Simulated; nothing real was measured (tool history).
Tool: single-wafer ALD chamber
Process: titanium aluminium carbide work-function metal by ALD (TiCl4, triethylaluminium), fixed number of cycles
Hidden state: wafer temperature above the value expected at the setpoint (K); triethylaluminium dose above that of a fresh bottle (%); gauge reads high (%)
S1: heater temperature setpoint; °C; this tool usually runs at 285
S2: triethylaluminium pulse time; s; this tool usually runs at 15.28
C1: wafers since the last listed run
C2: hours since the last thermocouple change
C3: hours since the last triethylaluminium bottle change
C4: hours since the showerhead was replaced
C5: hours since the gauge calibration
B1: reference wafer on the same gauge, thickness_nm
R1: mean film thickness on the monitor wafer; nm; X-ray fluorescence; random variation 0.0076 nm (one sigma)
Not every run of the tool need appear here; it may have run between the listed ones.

run    hour   S1     S2    C1      C2      C3      C4      C5     B1     R1
  1     0.0  285  15.28     0  1949.8   671.9  3459.2   691.9  2.057  1.972
  2    76.8  285  15.28  1083  2026.6   748.7  3536.0   768.7  2.057  1.935
  3   344.3  295  15.28  3772  2294.1  1016.2  3803.5  1036.2  2.055  2.024
  4   386.3  295  15.28   592  2336.1  1058.2  3845.5  1078.2  2.054  2.031
  5   579.6  295  15.28  2726  2529.4  1251.5  4038.8  1271.5  2.051  2.017
      629.3  -- triethylaluminium bottle replaced
  6   654.5  291  16.56   943  2604.3    25.2  4113.7  1346.4  2.051  1.983
  7   708.9  291  16.56   767  2658.7    79.6  4168.1  1400.8  2.050  2.000
      719.3  -- showerhead replaced
  8   791.6  291  16.56  1053  2741.4   162.3    72.3  1483.5  2.047  2.015
  9   872.5  285  15.28  1140  2822.3   243.2   153.2  1564.4  2.049  1.937
 10   939.5  285  15.28   944  2889.3   310.2   220.2  1631.4  2.049  1.953
 11  1008.0  285  15.28   966  2957.8   378.7   288.7  1699.9  2.051  1.946
     1051.8  -- gauge calibrated
     1074.5  -- thermocouple changed; heater temperature recalibrated
 12  1092.5  270  17.10  1078    18.0   463.2   373.2    40.7  2.087  1.871
 13  1128.8  291  20.37   511    54.3   499.5   409.5    77.0  2.089  2.029
 14  1188.8  285  15.28   846   114.3   559.5   469.5   137.0  2.085  1.981
 15  1263.5  285  19.22  1053   189.0   634.2   544.2   211.7  2.081  1.978
 16  1313.7  277  18.64   707   239.2   684.4   594.4   261.9  2.081  1.918
 17  1378.7  281  12.49   916   304.2   749.4   659.4   326.9  2.076  1.912
 18  1476.2  285  15.28  1375   401.7   846.9   756.9   424.4  2.077  1.984
 19  1566.7  296  13.37  1276   492.2   937.4   847.4   514.9  2.066  2.040
 20  1642.7  285  20.84  1071   568.2  1013.4   923.4   590.9  2.069  1.969
 21  1737.1  285   9.37  1331   662.6  1107.8  1017.8   685.3  2.066  1.858
 22  1780.6  278  10.43   613   706.1  1151.3  1061.3   728.8  2.066  1.835
 23  2070.5  290  12.49  4088   996.0  1441.2  1351.2  1018.7  2.058  1.972
     2148.8  -- triethylaluminium bottle replaced
 24  2164.6  285  15.28  1214  1090.1    15.8  1445.3  1112.8  2.062  1.948
 25  2268.0  292  20.63  1458  1193.5   119.2  1548.7  1216.2  2.061  2.006
 26  2347.7  290  20.34  1124  1273.2   198.9  1628.4  1295.9  2.060  2.004
 27  2397.8  291  17.45   706  1323.3   249.0  1678.5  1346.0  2.056  2.006
 28  2450.1  275  19.02   737  1375.6   301.3  1730.8  1398.3  2.059  1.892
 29  2508.1  285  15.28   817  1433.6   359.3  1788.8  1456.3  2.056  1.946
 30  2551.8  290  10.62   616  1477.3   403.0  1832.5  1500.0  2.057  1.914
     2715.3  -- gauge calibrated
 31  2787.4  279  18.30  3322  1712.9   638.6  2068.1    72.1  2.086  1.948
 32  2866.8  274  18.78  1119  1792.3   718.0  2147.5   151.5  2.082  1.906

What if the next run were any one of these 5? Each begins from the tool's condition after run 32:
  A  2867.2  285  15.28   5  1792.7  718.4  2147.9  151.9   ?   ?
  B  2867.2  297  10.95   5  1792.7  718.4  2147.9  151.9   ?   ?
  C  2867.2  276  15.28   5  1792.7  718.4  2147.9  151.9   ?   ?
  D  2867.2  293  15.28   5  1792.7  718.4  2147.9  151.9   ?   ?
  E  2867.2  285  17.82   5  1792.7  718.4  2147.9  151.9   ?   ?

run     B1     R1
  A  2.086  1.979
  B  2.086  2.018
  C  2.086  1.908
  D  2.086  2.043
  E  2.086  1.986
The same runs, with their run-to-run variation unchanged, on a tool lacking any hidden condition would have given:
run     R1
  A  1.987
  B  2.026
  C  1.915
  D  2.051
  E  1.994
